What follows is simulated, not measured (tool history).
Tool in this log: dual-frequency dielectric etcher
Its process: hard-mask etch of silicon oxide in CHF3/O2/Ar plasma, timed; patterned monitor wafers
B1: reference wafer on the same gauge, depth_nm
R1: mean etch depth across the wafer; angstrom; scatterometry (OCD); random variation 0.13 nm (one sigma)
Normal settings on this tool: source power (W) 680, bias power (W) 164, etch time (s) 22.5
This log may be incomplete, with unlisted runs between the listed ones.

run 1 hour=0.0 | source_power_(W)=680 bias_power_(W)=164 etch_time_(s)=22.5 | B1=40.28 | R1=484.7
run 2 hour=15.4 | source_power_(W)=680 bias_power_(W)=164 etch_time_(s)=22.5 | B1=40.33 | R1=483.2
run 3 hour=35.7 | source_power_(W)=730 bias_power_(W)=164 etch_time_(s)=22.5 | B1=40.29 | R1=494.1
run 4 hour=69.4 | source_power_(W)=680 bias_power_(W)=164 etch_time_(s)=22.5 | B1=40.30 | R1=487.2
run 5 hour=87.3 | source_power_(W)=680 bias_power_(W)=164 etch_time_(s)=22.5 | B1=40.33 | R1=483.2
run 6 hour=121.8 | source_power_(W)=680 bias_power_(W)=164 etch_time_(s)=22.5 | B1=40.33 | R1=485.1
run 7 hour=155.1 | source_power_(W)=800 bias_power_(W)=164 etch_time_(s)=22.5 | B1=40.31 | R1=505.1
run 8 hour=172.2 | source_power_(W)=680 bias_power_(W)=164 etch_time_(s)=22.5 | B1=40.32 | R1=483.6
run 9 hour=207.9 | source_power_(W)=680 bias_power_(W)=164 etch_time_(s)=22.5 | B1=40.29 | R1=483.5
run 10 hour=220.7 | source_power_(W)=680 bias_power_(W)=164 etch_time_(s)=22.5 | B1=40.27 | R1=485.2
run 11 hour=259.0 | source_power_(W)=680 bias_power_(W)=164 etch_time_(s)=22.5 | B1=40.28 | R1=484.5
run 12 hour=289.2 | source_power_(W)=680 bias_power_(W)=164 etch_time_(s)=22.5 | B1=40.29 | R1=485.5
run 13 hour=317.6 | source_power_(W)=680 bias_power_(W)=164 etch_time_(s)=22.5 | B1=40.28 | R1=481.9
run 14 hour=337.2 | source_power_(W)=680 bias_power_(W)=185 etch_time_(s)=27.5 | B1=40.28 | R1=621.7
run 15 hour=354.9 | source_power_(W)=680 bias_power_(W)=195 etch_time_(s)=24.5 | B1=40.30 | R1=564.8
run 16 hour=383.1 | source_power_(W)=680 bias_power_(W)=164 etch_time_(s)=22.5 | B1=40.33 | R1=485.2
run 17 hour=415.0 | source_power_(W)=680 bias_power_(W)=164 etch_time_(s)=22.5 | B1=40.28 | R1=485.1
run 18 hour=446.3 | source_power_(W)=570 bias_power_(W)=198 etch_time_(s)=16.5 | B1=40.30 | R1=365.7
run 19 hour=460.9 | source_power_(W)=610 bias_power_(W)=138 etch_time_(s)=16.5 | B1=40.31 | R1=324.5
run 20 hour=491.6 | source_power_(W)=620 bias_power_(W)=164 etch_time_(s)=20.5 | B1=40.30 | R1=432.6
run 21 hour=508.5 | source_power_(W)=680 bias_power_(W)=164 etch_time_(s)=22.5 | B1=40.31 | R1=483.0
run 22 hour=520.8 | source_power_(W)=680 bias_power_(W)=164 etch_time_(s)=22.5 | B1=40.34 | R1=482.9
run 23 hour=537.7 | source_power_(W)=680 bias_power_(W)=164 etch_time_(s)=28.0 | B1=40.33 | R1=602.3
run 24 hour=570.1 | source_power_(W)=680 bias_power_(W)=136 etch_time_(s)=16.5 | B1=40.31 | R1=331.0
run 25 hour=586.2 | source_power_(W)=680 bias_power_(W)=188 etch_time_(s)=20.5 | B1=40.32 | R1=464.0
run 26 hour=610.1 | source_power_(W)=680 bias_power_(W)=164 etch_time_(s)=22.5 | B1=40.29 | R1=484.9

Between the runs listed above, the log contained 6 entries, not reproduced here. Where in the sequence does each belong, and how does what the log doesn't record of the tool's condition differ from the listed run before to the listed run after?
Between runs 9 and 10: gauge calibrated (hour 208.5)
  no difference in the tool's unlogged condition between these two runs
Between runs 17 and 18: source power generator calibrated (hour 433.0); bias power generator calibrated (hour 438.5); wet clean of the chamber (hour 440.0); upper electrode replaced (hour 445.8)
  no difference in the tool's unlogged condition between these two runs
Between runs 24 and 25: gauge calibrated (hour 575.4)
  no difference in the tool's unlogged condition between these two runs
